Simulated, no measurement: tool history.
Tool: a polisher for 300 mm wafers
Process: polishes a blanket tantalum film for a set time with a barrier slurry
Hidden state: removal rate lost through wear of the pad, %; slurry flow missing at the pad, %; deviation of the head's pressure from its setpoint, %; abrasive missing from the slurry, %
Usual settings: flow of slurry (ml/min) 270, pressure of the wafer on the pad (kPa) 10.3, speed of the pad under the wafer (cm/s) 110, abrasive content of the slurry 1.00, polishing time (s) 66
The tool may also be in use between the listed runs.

| run | day | flow of slurry (ml/min) | pressure of the wafer on the pad (kPa) | speed of the pad under the wafer (cm/s) | abrasive content of the slurry | polishing time (s) | wafers since the last listed run | wafers polished on this pad | hours since the slurry nozzle was cleaned | hours since the head pressure was calibrated | hours since the slurry blender was calibrated | incoming thickness of the incoming film, nm | film removed (nm) |
|---|---|---|---|---|---|---|---|---|---|---|---|---|---|
| 1 | 0.000 | 270 | 10.3 | 110 | 1.00 | 66 | 0 | 35 | 144.4 | 695.0 | 135.7 | 464.4 | 115.5 |
| 2 | 1.375 | 270 | 10.3 | 110 | 1.00 | 66 | 233 | 269 | 177.4 | 728.0 | 168.7 | 468.7 | 114.2 |
| 3 | 2.808 | 270 | 10.3 | 110 | 1.00 | 66 | 243 | 512 | 211.8 | 762.4 | 203.1 | 477.4 | 114.5 |
| 4 | 3.892 | 270 | 10.3 | 110 | 1.00 | 66 | 183 | 695 | 237.8 | 788.4 | 229.1 | 465.5 | 113.6 |
| 5 | 4.971 | 270 | 10.3 | 110 | 1.00 | 66 | 182 | 878 | 263.7 | 814.3 | 255.0 | 474.3 | 114.2 |
| 6 | 5.958 | 270 | 10.3 | 110 | 1.00 | 66 | 167 | 1046 | 287.4 | 838.0 | 278.7 | 473.3 | 113.9 |
|  | 6.779 | worn pad replaced by a new one |
| 7 | 6.800 | 270 | 10.3 | 110 | 1.00 | 66 | 114 | 3 | 307.6 | 858.2 | 298.9 | 473.0 | 115.8 |
|  | 7.262 | head pressure recalibrated |
| 8 | 7.371 | 270 | 10.3 | 110 | 1.00 | 81 | 82 | 86 | 321.3 | 2.6 | 312.6 | 468.2 | 147.9 |
| 9 | 8.704 | 270 | 10.3 | 110 | 1.00 | 81 | 226 | 312 | 353.3 | 34.6 | 344.6 | 463.1 | 150.2 |
| 10 | 9.442 | 270 | 10.3 | 110 | 1.00 | 66 | 125 | 437 | 371.0 | 52.3 | 362.3 | 474.3 | 123.1 |
| 11 | 9.954 | 270 | 10.3 | 110 | 1.00 | 66 | 86 | 524 | 383.3 | 64.6 | 374.6 | 468.6 | 121.9 |
| 12 | 10.571 | 270 | 10.3 | 124 | 1.00 | 66 | 104 | 629 | 398.1 | 79.4 | 389.4 | 478.9 | 138.0 |
| 13 | 12.050 | 270 | 10.3 | 110 | 1.30 | 66 | 250 | 879 | 433.6 | 114.9 | 424.9 | 471.8 | 130.0 |
| 14 | 13.350 | 215 | 10.3 | 110 | 1.15 | 66 | 220 | 1100 | 464.8 | 146.1 | 456.1 | 467.9 | 123.7 |
|  | 13.604 | slurry blender recalibrated |
| 15 | 14.083 | 205 | 10.3 | 122 | 1.20 | 66 | 110 | 1210 | 482.4 | 163.7 | 11.5 | 473.3 | 137.3 |
|  | 14.696 | worn pad replaced by a new one |
| 16 | 14.754 | 270 | 11.7 | 140 | 1.00 | 66 | 85 | 10 | 498.5 | 179.8 | 27.6 | 474.0 | 178.7 |
|  | 14.892 | head pressure recalibrated, repeated, since the last time left the tool worse |
|  | 14.921 | slurry nozzle cleaned |
| 17 | 15.783 | 270 | 10.3 | 110 | 1.00 | 54 | 155 | 165 | 20.7 | 21.4 | 52.3 | 474.4 | 89.5 |
| 18 | 16.379 | 270 | 10.3 | 128 | 1.00 | 88 | 101 | 266 | 35.0 | 35.7 | 66.6 | 466.6 | 169.3 |
| 19 | 17.067 | 175 | 10.3 | 88 | 1.00 | 66 | 116 | 383 | 51.5 | 52.2 | 83.1 | 473.6 | 83.8 |
| 20 | 17.592 | 195 | 8.3 | 110 | 1.00 | 47 | 89 | 472 | 64.1 | 64.8 | 95.7 | 470.6 | 60.6 |
| 21 | 18.679 | 310 | 10.3 | 110 | 1.20 | 66 | 184 | 656 | 90.2 | 90.9 | 121.8 | 474.1 | 116.2 |
| 22 | 19.425 | 270 | 10.3 | 110 | 1.00 | 66 | 126 | 782 | 108.1 | 108.8 | 139.7 | 469.0 | 112.2 |
| 23 | 20.479 | 305 | 9.0 | 110 | 1.00 | 66 | 178 | 961 | 133.4 | 134.1 | 165.0 | 466.8 | 98.3 |
| 24 | 20.983 | 300 | 10.3 | 126 | 0.85 | 86 | 85 | 1047 | 145.5 | 146.2 | 177.1 | 473.1 | 163.0 |
| 25 | 21.842 | 270 | 10.3 | 110 | 1.00 | 66 | 145 | 1192 | 166.1 | 166.8 | 197.7 | 470.7 | 114.0 |
|  | 23.362 | worn pad replaced by a new one |
| 26 | 23.383 | 270 | 10.3 | 110 | 1.00 | 66 | 233 | 3 | 203.1 | 203.8 | 234.7 | 470.8 | 114.5 |
| 27 | 24.046 | 270 | 13.1 | 132 | 1.00 | 83 | 112 | 115 | 219.0 | 219.7 | 250.6 | 472.8 | 213.9 |
| 28 | 24.762 | 180 | 10.3 | 146 | 1.00 | 66 | 121 | 237 | 236.2 | 236.9 | 267.8 | 478.4 | 141.1 |
| 29 | 25.333 | 270 | 10.3 | 84 | 1.00 | 66 | 96 | 333 | 249.9 | 250.6 | 281.5 | 470.4 | 88.5 |

Some steps in film removed (nm) between neighbouring runs. How much of each would the tool show without its hidden state too (settings, what came in, random variation), and how much is left for the hidden state, with any gauge scatter that isn't in both results?
Run 7 -> 8: polishing time (s) 66 -> 81, head pressure recalibrated. film removed (nm) +32.1: hidden state +9.0, all else +23.1.
Run 16 -> 17: pressure of the wafer on the pad (kPa) 11.7 -> 10.3, speed of the pad under the wafer (cm/s) 140 -> 110, polishing time (s) 66 -> 54, head pressure recalibrated, repeated, since the last time left the tool worse, slurry nozzle cleaned. film removed (nm) -89.2: hidden state -22.6, all else -66.6.
Run 26 -> 27: pressure of the wafer on the pad (kPa) 10.3 -> 13.1, speed of the pad under the wafer (cm/s) 110 -> 132, polishing time (s) 66 -> 83. film removed (nm) +99.4: hidden state +5.0, all else +94.4.
